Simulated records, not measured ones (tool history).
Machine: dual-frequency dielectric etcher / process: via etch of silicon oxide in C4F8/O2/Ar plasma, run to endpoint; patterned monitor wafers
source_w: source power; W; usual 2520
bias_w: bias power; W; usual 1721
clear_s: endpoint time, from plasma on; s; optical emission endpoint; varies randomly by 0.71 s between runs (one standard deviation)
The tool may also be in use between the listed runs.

run,hour,source_w,bias_w,wafers since the last listed run,hours since the last wet clean,hours since the last source power generator calibration,hours since the last bias power generator calibration,hours since the last upper electrode change,"incoming incoming film thickness, nm",clear_s
1,0,2520,1994,0,166.7,3670.4,1391.2,5325,1151.7,228.5
2,14.2,2520,1404,109,180.9,3684.6,1405.4,5339.2,1141.2,243.8
3,26.5,3020,1721,95,193.2,3696.9,1417.7,5351.5,1155.2,220.9
4,35.8,3020,1721,71,202.5,3706.2,1427,5360.8,1148.7,220.1
5,44.7,3020,1721,68,211.4,3715.1,1435.9,5369.7,1148.7,219.1
6,58.1,2520,1721,103,224.8,3728.5,1449.3,5383.1,1140.1,231.7
7,73.5,2520,1721,118,240.2,3743.9,1464.7,5398.5,1162.3,237.5
8,85.7,2520,1721,94,252.4,3756.1,1476.9,5410.7,1144,233.6
9,95,2520,1721,71,261.7,3765.4,1486.2,5420,1146.8,232.1
10,102.5,2520,1721,57,269.2,3772.9,1493.7,5427.5,1142.7,231.9
# hour 136.2: upper electrode replaced
11,136.7,2520,1721,78,303.4,3807.1,1527.9,0.5,1153.4,234.1
12,137.1,2520,1721,3,303.8,3807.5,1528.3,0.9,1152.5,234.3
13,140,2380,1721,22,306.7,3810.4,1531.2,3.8,1160.3,241.7
14,150.2,3020,1721,78,316.9,3820.6,1541.4,14,1139.4,216.1
15,157.6,2790,2007,57,324.3,3828,1548.8,21.4,1153.4,219
16,182.2,2520,1395,190,348.9,3852.6,1573.4,46,1146.9,242.6
17,188.9,2770,1721,51,355.6,3859.3,1580.1,52.7,1147.1,226.3
18,197.1,2520,1721,63,363.8,3867.5,1588.3,60.9,1153.7,233.9
19,207.7,1950,1387,81,374.4,3878.1,1598.9,71.5,1142.6,265.9
20,216.8,2350,1345,70,383.5,3887.2,1608,80.6,1148.7,252.5
# hour 244.1: wet clean of the chamber
21,244.6,2520,1721,29,0.5,3915,1635.8,108.4,1162.3,238.7
22,245,2520,1721,3,0.9,3915.4,1636.2,108.8,1156.5,237
23,255.7,2170,1372,82,11.6,3926.1,1646.9,119.5,1150,261
# hour 267.8: bias power generator calibrated
24,268.3,2690,1721,66,24.2,3938.7,0.5,132.1,1154.3,231.6
25,290.2,2240,1834,169,46.1,3960.6,22.4,154,1158.4,244.6
# hour 297: source power generator calibrated
26,299.1,2520,1721,37,55,2.1,31.3,162.9,1160.1,238
27,313.6,2340,1977,112,69.5,16.6,45.8,177.4,1157.2,235.7
28,326.9,2770,1423,102,82.8,29.9,59.1,190.7,1140.4,234.4
29,340.4,3020,1721,104,96.3,43.4,72.6,204.2,1140.2,220.1
30,351.8,2520,1331,88,107.7,54.8,84,215.6,1150,248.6
31,365,2520,1721,101,120.9,68,97.2,228.8,1137.3,233.3
32,374.1,2520,1469,70,130,77.1,106.3,237.9,1160.2,244.9
33,385.5,2110,2101,88,141.4,88.5,117.7,249.3,1153.5,239.7
34,392.4,2520,1721,53,148.3,95.4,124.6,256.2,1144.3,234.1
35,436,2320,1721,336,191.9,139,168.2,299.8,1161.3,242.5

How would selected steps in clear_s from run to run divide? Give the signed amount a tool lacking its hidden state would still show from settings, what came in and random variation, and the signed amount left for the hidden state, including any gauge scatter that is not in both of the compared results.
What the log doesn't record here: etch rate over this chamber's usual, %; source power that arrives over what is set, %; bias power that arrives over what is set, %.
Run 15 -> 16: source_w 2790 -> 2520, bias_w 2007 -> 1395. clear_s +23.6 s: hidden state -0.6, all else +24.2.
Run 18 -> 19: source_w 2520 -> 1950, bias_w 1721 -> 1387. clear_s +32 s: hidden state -0.6, all else +32.6.
Run 20 -> 21: source_w 2350 -> 2520, bias_w 1345 -> 1721, wet clean of the chamber. clear_s -13.8 s: hidden state +3.8, all else -17.6.
Run 23 -> 24: source_w 2170 -> 2690, bias_w 1372 -> 1721, bias power generator calibrated. clear_s -29.4 s: hidden state -0.2, all else -29.2.
Run 29 -> 30: source_w 3020 -> 2520, bias_w 1721 -> 1331. clear_s +28.5 s: hidden state -0.2, all else +28.7.
